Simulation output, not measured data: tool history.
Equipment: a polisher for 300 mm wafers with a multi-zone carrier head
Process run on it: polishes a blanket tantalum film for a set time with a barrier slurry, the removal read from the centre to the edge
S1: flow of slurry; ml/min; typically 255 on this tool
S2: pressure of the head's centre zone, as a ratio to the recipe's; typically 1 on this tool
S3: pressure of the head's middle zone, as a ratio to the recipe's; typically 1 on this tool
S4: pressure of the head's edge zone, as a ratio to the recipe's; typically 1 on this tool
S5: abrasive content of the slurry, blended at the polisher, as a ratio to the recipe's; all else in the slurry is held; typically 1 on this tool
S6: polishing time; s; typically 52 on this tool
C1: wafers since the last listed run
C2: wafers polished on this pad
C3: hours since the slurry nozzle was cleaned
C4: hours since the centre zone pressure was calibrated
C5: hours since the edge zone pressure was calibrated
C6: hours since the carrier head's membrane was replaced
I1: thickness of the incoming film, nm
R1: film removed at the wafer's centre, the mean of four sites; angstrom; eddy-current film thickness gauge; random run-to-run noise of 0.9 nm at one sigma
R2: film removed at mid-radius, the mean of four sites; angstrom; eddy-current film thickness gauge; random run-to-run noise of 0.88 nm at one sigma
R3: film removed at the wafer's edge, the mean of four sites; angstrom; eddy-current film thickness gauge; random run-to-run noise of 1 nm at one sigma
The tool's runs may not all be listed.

{"run": 1, "hour": 0.0, "S1": 255, "S2": 1, "S3": 1, "S4": 1, "S5": 1, "S6": 52, "C1": 0, "C2": 1396, "C3": 136, "C4": 807.3, "C5": 274.1, "C6": 1146.5, "I1": 281.3, "R1": 1095, "R2": 1059, "R3": 1073}
{"hour": 12.5, "done": "carrier head's membrane replaced by a new one"}
{"run": 2, "hour": 53.4, "S1": 255, "S2": 1, "S3": 1, "S4": 1, "S5": 1, "S6": 52, "C1": 557, "C2": 1954, "C3": 189.4, "C4": 860.7, "C5": 327.5, "C6": 40.9, "I1": 280.3, "R1": 1115, "R2": 1070, "R3": 1071}
{"run": 3, "hour": 108.3, "S1": 255, "S2": 1, "S3": 1, "S4": 1, "S5": 1, "S6": 52, "C1": 632, "C2": 2586, "C3": 244.3, "C4": 915.6, "C5": 382.4, "C6": 95.8, "I1": 286.5, "R1": 1120, "R2": 1073, "R3": 1057}
{"hour": 110.4, "done": "edge zone pressure recalibrated"}
{"run": 4, "hour": 201.8, "S1": 255, "S2": 1, "S3": 1, "S4": 1, "S5": 1, "S6": 52, "C1": 1054, "C2": 3640, "C3": 337.8, "C4": 1009.1, "C5": 91.4, "C6": 189.3, "I1": 283.6, "R1": 1121, "R2": 1072, "R3": 1068}
{"hour": 259.0, "done": "centre zone pressure recalibrated"}
{"run": 5, "hour": 279.3, "S1": 255, "S2": 1, "S3": 1.09, "S4": 1, "S5": 1, "S6": 52, "C1": 869, "C2": 4510, "C3": 415.3, "C4": 20.3, "C5": 168.9, "C6": 266.8, "I1": 277.7, "R1": 1049, "R2": 1141, "R3": 1073}
{"hour": 292.0, "done": "slurry nozzle cleaned"}
{"hour": 316.2, "done": "worn pad replaced by a new one"}
{"run": 6, "hour": 384.9, "S1": 255, "S2": 1, "S3": 1.09, "S4": 1, "S5": 1, "S6": 52, "C1": 1158, "C2": 791, "C3": 92.9, "C4": 125.9, "C5": 274.5, "C6": 372.4, "I1": 282.7, "R1": 1051, "R2": 1142, "R3": 1061}
{"run": 7, "hour": 444.1, "S1": 255, "S2": 1, "S3": 1.09, "S4": 1, "S5": 1, "S6": 52, "C1": 681, "C2": 1472, "C3": 152.1, "C4": 185.1, "C5": 333.7, "C6": 431.6, "I1": 281.9, "R1": 1060, "R2": 1165, "R3": 1066}
{"run": 8, "hour": 552.1, "S1": 255, "S2": 1, "S3": 1, "S4": 1, "S5": 1.1, "S6": 52, "C1": 1244, "C2": 2717, "C3": 260.1, "C4": 293.1, "C5": 441.7, "C6": 539.6, "I1": 280.9, "R1": 1098, "R2": 1104, "R3": 1100}
{"hour": 568.5, "done": "edge zone pressure recalibrated"}
{"run": 9, "hour": 629.2, "S1": 255, "S2": 1, "S3": 1, "S4": 1, "S5": 1.1, "S6": 52, "C1": 865, "C2": 3582, "C3": 337.2, "C4": 370.2, "C5": 60.7, "C6": 616.7, "I1": 282.5, "R1": 1112, "R2": 1105, "R3": 1097}
{"hour": 659.5, "done": "worn pad replaced by a new one"}
{"hour": 669.6, "done": "slurry nozzle cleaned"}
{"run": 10, "hour": 670.1, "S1": 255, "S2": 1, "S3": 1, "S4": 1, "S5": 1, "S6": 52, "C1": 413, "C2": 110, "C3": 0.5, "C4": 411.1, "C5": 101.6, "C6": 657.6, "I1": 279.3, "R1": 1080, "R2": 1060, "R3": 1065}
{"run": 11, "hour": 838.6, "S1": 255, "S2": 1, "S3": 1.07, "S4": 1, "S5": 1, "S6": 46, "C1": 1941, "C2": 2051, "C3": 169, "C4": 579.6, "C5": 270.1, "C6": 826.1, "I1": 278.8, "R1": 968, "R2": 1022, "R3": 945}
{"run": 12, "hour": 922.7, "S1": 255, "S2": 1, "S3": 0.93, "S4": 1, "S5": 1, "S6": 52, "C1": 968, "C2": 3020, "C3": 253.1, "C4": 663.7, "C5": 354.2, "C6": 910.2, "I1": 280.1, "R1": 1089, "R2": 1011, "R3": 1070}
{"hour": 951.6, "done": "edge zone pressure recalibrated"}
{"run": 13, "hour": 1012.5, "S1": 255, "S2": 1, "S3": 1, "S4": 1, "S5": 1, "S6": 52, "C1": 1011, "C2": 4032, "C3": 342.9, "C4": 753.5, "C5": 60.9, "C6": 1000, "I1": 275.2, "R1": 1111, "R2": 1080, "R3": 1054}
{"hour": 1037.7, "done": "slurry nozzle cleaned"}
{"hour": 1051.5, "done": "carrier head's membrane replaced by a new one"}
{"hour": 1052.3, "done": "worn pad replaced by a new one"}
{"run": 14, "hour": 1114.7, "S1": 255, "S2": 1, "S3": 1.03, "S4": 1, "S5": 0.8, "S6": 64, "C1": 1098, "C2": 719, "C3": 77, "C4": 855.7, "C5": 163.1, "C6": 63.2, "I1": 281.1, "R1": 1313, "R2": 1279, "R3": 1215}
{"run": 15, "hour": 1194.6, "S1": 255, "S2": 1, "S3": 0.93, "S4": 1, "S5": 1.1, "S6": 52, "C1": 920, "C2": 1639, "C3": 156.9, "C4": 935.6, "C5": 243, "C6": 143.1, "I1": 279.3, "R1": 1160, "R2": 1024, "R3": 1088}
{"run": 16, "hour": 1270.3, "S1": 255, "S2": 0.88, "S3": 1, "S4": 1, "S5": 1, "S6": 52, "C1": 872, "C2": 2511, "C3": 232.6, "C4": 1011.3, "C5": 318.7, "C6": 218.8, "I1": 280.8, "R1": 989, "R2": 1092, "R3": 1053}
{"hour": 1304.3, "done": "edge zone pressure recalibrated"}
{"hour": 1307.9, "done": "centre zone pressure recalibrated"}
{"run": 17, "hour": 1308.8, "S1": 340, "S2": 1, "S3": 0.94, "S4": 0.96, "S5": 0.8, "S6": 52, "C1": 397, "C2": 2908, "C3": 271.1, "C4": 0.9, "C5": 4.5, "C6": 257.3, "I1": 279.9, "R1": 1025, "R2": 992, "R3": 997}
{"hour": 1382.2, "done": "slurry nozzle cleaned"}
{"run": 18, "hour": 1389.4, "S1": 255, "S2": 1, "S3": 0.95, "S4": 1, "S5": 1, "S6": 52, "C1": 916, "C2": 3825, "C3": 7.2, "C4": 81.5, "C5": 85.1, "C6": 337.9, "I1": 278.5, "R1": 1078, "R2": 1012, "R3": 1068}
{"hour": 1443.7, "done": "worn pad replaced by a new one"}
{"run": 19, "hour": 1444.2, "S1": 255, "S2": 1, "S3": 1, "S4": 1, "S5": 1, "S6": 52, "C1": 585, "C2": 5, "C3": 62, "C4": 136.3, "C5": 139.9, "C6": 392.7, "I1": 276.1, "R1": 1072, "R2": 1069, "R3": 1061}
{"run": 20, "hour": 1683.8, "S1": 255, "S2": 0.9, "S3": 1, "S4": 1, "S5": 1, "S6": 52, "C1": 2760, "C2": 2765, "C3": 301.6, "C4": 375.9, "C5": 379.5, "C6": 632.3, "I1": 280.2, "R1": 969, "R2": 1066, "R3": 1055}
{"hour": 1726.6, "done": "edge zone pressure recalibrated"}
{"run": 21, "hour": 1727.1, "S1": 255, "S2": 1, "S3": 1, "S4": 1, "S5": 1.15, "S6": 66, "C1": 475, "C2": 3241, "C3": 344.9, "C4": 419.2, "C5": 0.5, "C6": 675.6, "I1": 275.6, "R1": 1443, "R2": 1398, "R3": 1413}
{"hour": 1750.7, "done": "slurry nozzle cleaned"}
{"run": 22, "hour": 1812.5, "S1": 255, "S2": 1, "S3": 1, "S4": 1, "S5": 1, "S6": 52, "C1": 972, "C2": 4213, "C3": 61.8, "C4": 504.6, "C5": 85.9, "C6": 761, "I1": 279.1, "R1": 1091, "R2": 1069, "R3": 1072}

Hidden state or all else? Some run-to-run changes of R1, split into what the settings, what came in and random variation would give without the hidden state, and what is left for the hidden state (with any gauge scatter that isn't in both results):
The tool's hidden condition here consists of: removal rate lost through wear of the pad, %; slurry flow missing at the pad, %; deviation of the centre zone's pressure from its setpoint, %; deviation of the edge zone's pressure from its setpoint, %.
Run 4 -> 5: S3 1 -> 1.09, centre zone pressure recalibrated. R1 -72 angstrom: hidden state -70, all else -2.
Run 16 -> 17: S1 255 -> 340, S2 0.88 -> 1, S3 1 -> 0.94, S4 1 -> 0.96, S5 1 -> 0.8, edge zone pressure recalibrated, centre zone pressure recalibrated. R1 +36 angstrom: hidden state -57, all else +93.
Run 20 -> 21: S2 0.9 -> 1, S5 1 -> 1.15, S6 52 -> 66, edge zone pressure recalibrated. R1 +474 angstrom: hidden state +18, all else +456.
Run 21 -> 22: S5 1.15 -> 1, S6 66 -> 52, slurry nozzle cleaned. R1 -352 angstrom: hidden state -6, all else -346.

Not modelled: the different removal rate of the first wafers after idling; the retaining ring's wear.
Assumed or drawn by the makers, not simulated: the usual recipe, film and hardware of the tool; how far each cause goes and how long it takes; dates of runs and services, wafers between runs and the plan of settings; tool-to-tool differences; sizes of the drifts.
